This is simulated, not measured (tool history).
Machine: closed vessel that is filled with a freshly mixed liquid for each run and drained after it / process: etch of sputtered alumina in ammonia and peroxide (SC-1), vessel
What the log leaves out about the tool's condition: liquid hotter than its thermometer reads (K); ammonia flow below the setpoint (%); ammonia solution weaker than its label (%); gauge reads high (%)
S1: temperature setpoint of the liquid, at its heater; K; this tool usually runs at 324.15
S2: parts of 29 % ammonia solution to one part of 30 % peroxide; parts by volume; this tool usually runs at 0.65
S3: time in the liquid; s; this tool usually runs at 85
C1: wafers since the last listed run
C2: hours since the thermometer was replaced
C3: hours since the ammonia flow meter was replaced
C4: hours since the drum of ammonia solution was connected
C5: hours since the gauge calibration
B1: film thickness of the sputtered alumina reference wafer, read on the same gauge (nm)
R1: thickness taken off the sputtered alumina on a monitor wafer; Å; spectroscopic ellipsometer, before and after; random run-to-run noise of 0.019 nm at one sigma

run   hour      S1    S2   S3    C1      C2      C3      C4     C5       B1     R1
  1      0  329.15  0.65   70     0  2438.2   926.4  1103.6  298.5  130.018  52.55
  2    9.3  324.15  0.65   85  1058  2447.5   935.7  1112.9  307.8  130.011  49.33
      25.8  -- new drum of ammonia solution connected
      43.8  -- thermometer replaced
  3   55.4  324.15  0.65   85  5017    11.6   981.8    29.6  353.9  129.994  42.97
  4   67.4  324.15  0.65   85  1365    23.6   993.8    41.6  365.9  129.999  43.65
  5   76.2  324.15  0.65   85  1001    32.4  1002.6    50.4  374.7  129.968  43.26
  6   90.4  320.15  0.65   85  1615    46.6  1016.8    64.6  388.9  129.984  34.53
      90.5  -- gauge calibrated
  7   97.3  324.15  0.75  120   785    53.5  1023.7    71.5    6.8  130.026  61.64
  8  116.6  331.65  0.55   60  2196    72.8    1043    90.8   26.1      130  44.75
  9  124.6  324.15  0.65   85   910    80.8    1051    98.8   34.1  130.008  43.12
 10    134  324.15   0.5  130  1069    90.2  1060.4   108.2   43.5  129.979  64.37
     140.9  -- ammonia flow meter replaced
 11  147.4  324.15  0.65   85  1410   103.6     6.5   121.6   56.9  130.025  43.06
 12  157.5  324.15  0.65   60  1149   113.7    16.6   131.7     67  130.006  30.41
 13  171.1  324.15  0.85   85  1547   127.3    30.2   145.3   80.6  129.993  44.48
 14  177.5  315.65  0.95   85   728   133.7    36.6   151.7     87  129.992  28.09
 15  191.2  327.15  0.45  120  1558   147.4    50.3   165.4  100.7  129.995  69.56
 16    202  324.15  0.65   85  1228   158.2    61.1   176.2  111.5  129.981  43.69
 17    218  330.15  0.65   85  1820   174.2    77.1   192.2  127.5   129.99  60.28
 18    227  329.15  0.65   45  1024   183.2    86.1   201.2  136.5  130.022  30.11
 19  235.9  324.15  0.45   85  1012   192.1      95   210.1  145.4  130.022  41.83
 20  247.2  319.15   0.9   70  1285   203.4   106.3   221.4  156.7  129.996  27.91
 21  259.8  324.15  0.65   85  1433     216   118.9     234  169.3  130.013  43.51
 22  276.2  333.15   0.9   45  1866   232.4   135.3   250.4  185.7  129.981  38.15
 23    292  320.15  0.65  100  1797   248.2   151.1   266.2  201.5  130.025  41.28
 24  300.9  324.15  0.75  120  1012   257.1     160   275.1  210.4  130.002  62.77
 25    308  324.15  0.65   85   807   264.2   167.1   282.2  217.5  130.016  44.02
 26  315.6  315.15  0.45  100   864   271.8   174.7   289.8  225.1  129.994  30.02

Run 27 comes next. What will it give?
 27  326.7  321.65  0.65  85  1262  282.9  185.8  300.9  236.2   ?   ?

B1: 130.01
R1: 38.01 Å
The same run, on a tool lacking any hidden state, would have yielded R1 37.38 Å.
